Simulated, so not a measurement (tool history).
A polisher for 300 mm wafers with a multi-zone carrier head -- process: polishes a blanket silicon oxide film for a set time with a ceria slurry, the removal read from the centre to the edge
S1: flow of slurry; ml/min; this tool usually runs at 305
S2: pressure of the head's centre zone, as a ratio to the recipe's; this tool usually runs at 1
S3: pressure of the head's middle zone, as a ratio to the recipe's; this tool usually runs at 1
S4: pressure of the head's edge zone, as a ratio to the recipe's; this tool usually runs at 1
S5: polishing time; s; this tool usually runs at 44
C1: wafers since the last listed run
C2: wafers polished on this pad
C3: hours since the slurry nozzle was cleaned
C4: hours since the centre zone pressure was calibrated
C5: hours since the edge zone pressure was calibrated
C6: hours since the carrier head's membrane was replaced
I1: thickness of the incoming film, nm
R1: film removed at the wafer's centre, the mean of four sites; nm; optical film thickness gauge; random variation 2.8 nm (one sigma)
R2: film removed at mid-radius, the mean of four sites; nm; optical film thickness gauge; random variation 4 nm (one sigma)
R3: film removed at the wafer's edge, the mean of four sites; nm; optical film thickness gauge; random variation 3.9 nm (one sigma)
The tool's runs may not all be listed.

Run 1, day 0: usual settings; C1 0; C2 6; C3 338.2; C4 1239.6; C5 760.4; C6 1282.1; I1 1676.8. Result: R1 412.4 nm, R2 393.2 nm, R3 380.8 nm.
Run 2, day 0.396: usual settings; C1 103; C2 109; C3 347.7; C4 1249.1; C5 769.9; C6 1291.6; I1 1678.7. Result: R1 408.7 nm, R2 383.6 nm, R3 378.6 nm.
Run 3, day 0.754: usual settings; C1 93; C2 203; C3 356.3; C4 1257.7; C5 778.5; C6 1300.2; I1 1690.4. Result: R1 405.7 nm, R2 381.7 nm, R3 379.9 nm.
Run 4, day 1.475: usual settings; C1 188; C2 391; C3 373.6; C4 1275; C5 795.8; C6 1317.5; I1 1677.7. Result: R1 412.6 nm, R2 377 nm, R3 389.3 nm.
Run 5, day 2.104: usual settings but S2 1.04; C1 164; C2 555; C3 388.7; C4 1290.1; C5 810.9; C6 1332.6; I1 1658.3. Result: R1 425.5 nm, R2 383.1 nm, R3 380.4 nm.
At day 2.792: centre zone pressure recalibrated.
Run 6, day 2.812: usual settings but S2 1.04; C1 163; C2 718; C3 405.7; C4 0.5; C5 827.9; C6 1349.6; I1 1655.8. Result: R1 458.6 nm, R2 391.6 nm, R3 373.3 nm.
Run 7, day 3.233: usual settings but S2 0.93; C1 109; C2 828; C3 415.8; C4 10.6; C5 838; C6 1359.7; I1 1666.7. Result: R1 405.9 nm, R2 384 nm, R3 385.6 nm.
Run 8, day 3.683: usual settings but S2 0.93; C1 117; C2 945; C3 426.6; C4 21.4; C5 848.8; C6 1370.5; I1 1670.3. Result: R1 411.8 nm, R2 387.4 nm, R3 377.3 nm.
Run 9, day 3.992: usual settings but S2 0.93; C1 80; C2 1025; C3 434; C4 28.8; C5 856.2; C6 1377.9; I1 1675.8. Result: R1 410.6 nm, R2 379.4 nm, R3 381.4 nm.
At day 4.488: edge zone pressure recalibrated.
At day 4.808: carrier head's membrane replaced by a new one.
Run 10, day 4.829: usual settings; C1 142; C2 1168; C3 454.1; C4 48.9; C5 8.2; C6 0.5; I1 1670.3. Result: R1 439.9 nm, R2 385.8 nm, R3 380.6 nm.
At day 4.992: centre zone pressure recalibrated, repeated, since the last time left the tool worse.
At day 5.425: worn pad replaced by a new one.
Run 11, day 5.438: usual settings but S2 0.93, S3 0.89; C1 93; C2 3; C3 468.7; C4 10.7; C5 22.8; C6 15.1; I1 1665.7. Result: R1 358.7 nm, R2 361.7 nm, R3 384.5 nm.
Run 12, day 5.962: usual settings but S1 340 ml/min, S4 0.91; C1 136; C2 140; C3 481.3; C4 23.3; C5 35.4; C6 27.7; I1 1683.3. Result: R1 388.2 nm, R2 388.5 nm, R3 368.5 nm.
At day 6.008: slurry nozzle cleaned.
Run 13, day 6.354: usual settings; C1 91; C2 231; C3 8.3; C4 32.7; C5 44.8; C6 37.1; I1 1704.6. Result: R1 386.6 nm, R2 380.9 nm, R3 387.3 nm.
Run 14, day 7.05: usual settings but S2 0.89; C1 181; C2 413; C3 25; C4 49.4; C5 61.5; C6 53.8; I1 1659.5. Result: R1 341.1 nm, R2 384.1 nm, R3 381.2 nm.
Run 15, day 7.483: usual settings but S3 0.91; C1 113; C2 526; C3 35.4; C4 59.8; C5 71.9; C6 64.2; I1 1661.1. Result: R1 388.8 nm, R2 364.7 nm, R3 377.5 nm.
Run 16, day 8.121: usual settings but S4 0.95, S5 59 s; C1 166; C2 692; C3 50.7; C4 75.1; C5 87.2; C6 79.5; I1 1647.6. Result: R1 520.6 nm, R2 512.9 nm, R3 499 nm.
Run 17, day 8.812: usual settings but S1 270 ml/min, S2 1.07, S3 1.1, S4 1.04; C1 180; C2 873; C3 67.3; C4 91.7; C5 103.8; C6 96.1; I1 1674.1. Result: R1 408.5 nm, R2 398.3 nm, R3 379.9 nm.
Run 18, day 9.575: usual settings but S1 215 ml/min; C1 198; C2 1072; C3 85.6; C4 110; C5 122.1; C6 114.4; I1 1661.9. Result: R1 373.1 nm, R2 370.3 nm, R3 366.5 nm.
Run 19, day 10.321: usual settings but S4 1.12; C1 194; C2 1266; C3 103.5; C4 127.9; C5 140; C6 132.3; I1 1674. Result: R1 394.3 nm, R2 382.5 nm, R3 404.7 nm.

Forecast run 20:
At day 10.808: worn pad replaced by a new one.
Run 20, day 11.021: usual settings; C1 139; C2 55; C3 120.3; C4 144.7; C5 156.8; C6 149.1; I1 1675. Result: R1 ?, R2 ?, R3 ?.

For run 20 the tool returned R1 387.3 nm, R2 384.5 nm, R3 374.2 nm.
Without the tool's hidden state the same run would have given R1 378.4 nm, R2 384.6 nm, R3 374.2 nm.

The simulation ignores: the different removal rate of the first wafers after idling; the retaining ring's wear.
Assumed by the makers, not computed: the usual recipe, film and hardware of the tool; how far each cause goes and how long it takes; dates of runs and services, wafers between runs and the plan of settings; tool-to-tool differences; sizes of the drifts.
